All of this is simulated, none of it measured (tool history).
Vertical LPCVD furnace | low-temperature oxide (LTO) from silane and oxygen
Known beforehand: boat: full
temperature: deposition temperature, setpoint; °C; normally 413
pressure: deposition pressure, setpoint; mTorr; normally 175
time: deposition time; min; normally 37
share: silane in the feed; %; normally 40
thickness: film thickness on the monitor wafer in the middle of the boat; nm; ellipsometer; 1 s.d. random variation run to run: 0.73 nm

run	hour	temperature	pressure	time	share	read-back reference wafer on the same gauge, thickness	thickness
1	0	413	175	37	40	351.08	338.2
2	19.4	413	175	37	40	351.03	338.69
3	54.6	413	175	37	40	351.11	337.88
4	76.7	413	175	37	43	350.98	365.89
5	92.1	413	195	37	40	351.09	377.36
6	120.4	413	195	37	40	350.95	377.7
7	184.9	413	175	37	45	350.89	383.59
8	209.6	413	175	37	40	350.98	338.99
9	239.7	413	175	37	40	350.97	339.33
10	272.4	413	175	37	40	351.03	340.06
# hour 319.1: silane flow controller replaced
11	319.6	413	175	37	40	351.03	338.22
12	338.1	413	175	37	40	350.93	341.22
13	371.8	413	175	37	40	350.9	339.17
14	401.4	413	175	37	40	351.07	340.19
# hour 436.4: pressure gauge zeroed
15	436.9	409	155	45.5	40	351.06	356.37
16	445.3	413	175	29.5	36	350.91	239.3
17	475.5	413	175	37	33	350.83	267.87
# hour 490.8: gauge calibrated
18	498.1	413	165	48.5	40	351.12	421.15
# hour 524.1: thermocouples replaced and temperature profile calibrated
19	524.6	416	145	22.5	44	351.02	187.72
20	575.7	401	175	37	44	350.95	316.92
21	601	413	205	37	47	351.18	451.26
22	626.4	423	195	28.5	40	350.98	308.78
23	640.9	423	135	31	45	350.98	263.12
24	671.1	413	175	28.5	40	350.98	250.66
25	692.3	413	175	37	37	351.07	296.33
26	718.4	413	175	37	40	351.06	325.38
27	744.4	413	175	37	40	351.08	325.32
28	776.7	413	160	37	46	351.05	345.33
29	806.8	413	175	37	40	350.93	326.77

Pick out some run-to-run changes in thickness. Of each, how much would a tool without hidden state show as well, from the settings, what came in and chance, and how much is left for the hidden state and any gauge scatter not in both results compared?
The tool's hidden condition here consists of: true tube temperature minus thermocouple reading, K; true pressure minus gauge reading, mTorr; deviation of the silane flow from its setpoint, %; gauge reads high (%).
Run 17 -> 18: pressure 175 -> 165, time 37 -> 48.5, share 33 -> 40, gauge calibrated. thickness +153.28 nm: hidden state +7.14, all else +146.14.
Run 18 -> 19: temperature 413 -> 416, pressure 165 -> 145, time 48.5 -> 22.5, share 40 -> 44, thermocouples replaced and temperature profile calibrated. thickness -233.43 nm: hidden state -20.54, all else -212.89.

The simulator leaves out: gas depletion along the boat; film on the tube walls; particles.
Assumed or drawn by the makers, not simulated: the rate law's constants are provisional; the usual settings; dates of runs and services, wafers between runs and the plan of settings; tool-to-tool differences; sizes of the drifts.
